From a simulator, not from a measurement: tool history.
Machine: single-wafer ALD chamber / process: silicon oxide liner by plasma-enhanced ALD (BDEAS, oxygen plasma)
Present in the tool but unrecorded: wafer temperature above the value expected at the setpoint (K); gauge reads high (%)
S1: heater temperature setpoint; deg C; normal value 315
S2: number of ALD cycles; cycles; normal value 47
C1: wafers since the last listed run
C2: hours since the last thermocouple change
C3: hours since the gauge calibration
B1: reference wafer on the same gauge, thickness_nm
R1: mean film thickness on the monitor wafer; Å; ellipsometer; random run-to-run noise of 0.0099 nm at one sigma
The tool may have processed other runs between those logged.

{"run": 1, "hour": 0.0, "S1": 315, "S2": 47, "C1": 0, "C2": 1445.3, "C3": 404.8, "B1": 4.5, "R1": 39.72}
{"run": 2, "hour": 47.2, "S1": 315, "S2": 47, "C1": 203, "C2": 1492.5, "C3": 452, "B1": 4.501, "R1": 39.51}
{"run": 3, "hour": 131.7, "S1": 304, "S2": 47, "C1": 364, "C2": 1577, "C3": 536.5, "B1": 4.498, "R1": 39.96}
{"run": 4, "hour": 196.9, "S1": 304, "S2": 47, "C1": 281, "C2": 1642.2, "C3": 601.7, "B1": 4.501, "R1": 40.11}
{"run": 5, "hour": 265.3, "S1": 304, "S2": 47, "C1": 295, "C2": 1710.6, "C3": 670.1, "B1": 4.501, "R1": 40.11}
{"run": 6, "hour": 306.0, "S1": 315, "S2": 47, "C1": 175, "C2": 1751.3, "C3": 710.8, "B1": 4.498, "R1": 39.5}
{"run": 7, "hour": 345.0, "S1": 315, "S2": 47, "C1": 168, "C2": 1790.3, "C3": 749.8, "B1": 4.496, "R1": 39.53}
{"run": 8, "hour": 376.2, "S1": 315, "S2": 47, "C1": 134, "C2": 1821.5, "C3": 781, "B1": 4.499, "R1": 39.75}
{"run": 9, "hour": 420.9, "S1": 315, "S2": 47, "C1": 192, "C2": 1866.2, "C3": 825.7, "B1": 4.505, "R1": 39.56}
{"run": 10, "hour": 462.4, "S1": 315, "S2": 47, "C1": 179, "C2": 1907.7, "C3": 867.2, "B1": 4.501, "R1": 39.57}
{"run": 11, "hour": 532.2, "S1": 315, "S2": 47, "C1": 301, "C2": 1977.5, "C3": 937, "B1": 4.495, "R1": 39.49}
{"run": 12, "hour": 562.4, "S1": 315, "S2": 47, "C1": 130, "C2": 2007.7, "C3": 967.2, "B1": 4.499, "R1": 39.5}
{"run": 13, "hour": 622.6, "S1": 319, "S2": 50, "C1": 259, "C2": 2067.9, "C3": 1027.4, "B1": 4.502, "R1": 41.81}
{"run": 14, "hour": 678.0, "S1": 319, "S2": 50, "C1": 239, "C2": 2123.3, "C3": 1082.8, "B1": 4.501, "R1": 41.78}
{"run": 15, "hour": 720.3, "S1": 319, "S2": 50, "C1": 182, "C2": 2165.6, "C3": 1125.1, "B1": 4.503, "R1": 41.99}
{"run": 16, "hour": 772.5, "S1": 315, "S2": 47, "C1": 225, "C2": 2217.8, "C3": 1177.3, "B1": 4.499, "R1": 39.52}
{"run": 17, "hour": 821.9, "S1": 315, "S2": 47, "C1": 213, "C2": 2267.2, "C3": 1226.7, "B1": 4.499, "R1": 39.38}
{"run": 18, "hour": 877.2, "S1": 315, "S2": 52, "C1": 238, "C2": 2322.5, "C3": 1282, "B1": 4.502, "R1": 43.7}
{"run": 19, "hour": 909.6, "S1": 315, "S2": 47, "C1": 139, "C2": 2354.9, "C3": 1314.4, "B1": 4.504, "R1": 39.5}
{"run": 20, "hour": 961.4, "S1": 315, "S2": 41, "C1": 223, "C2": 2406.7, "C3": 1366.2, "B1": 4.496, "R1": 34.49}
{"run": 21, "hour": 1014.6, "S1": 310, "S2": 51, "C1": 229, "C2": 2459.9, "C3": 1419.4, "B1": 4.498, "R1": 43.13}

Forecast run 22:
{"run": 22, "hour": 1041.4, "S1": 321, "S2": 41, "C1": 115, "C2": 2486.7, "C3": 1446.2, "B1": "?", "R1": "?"}

Logged for run 22: B1 4.497, R1 34.22 Å.
Minus the tool's unlogged condition, the same run would have read R1 34.22 Å.
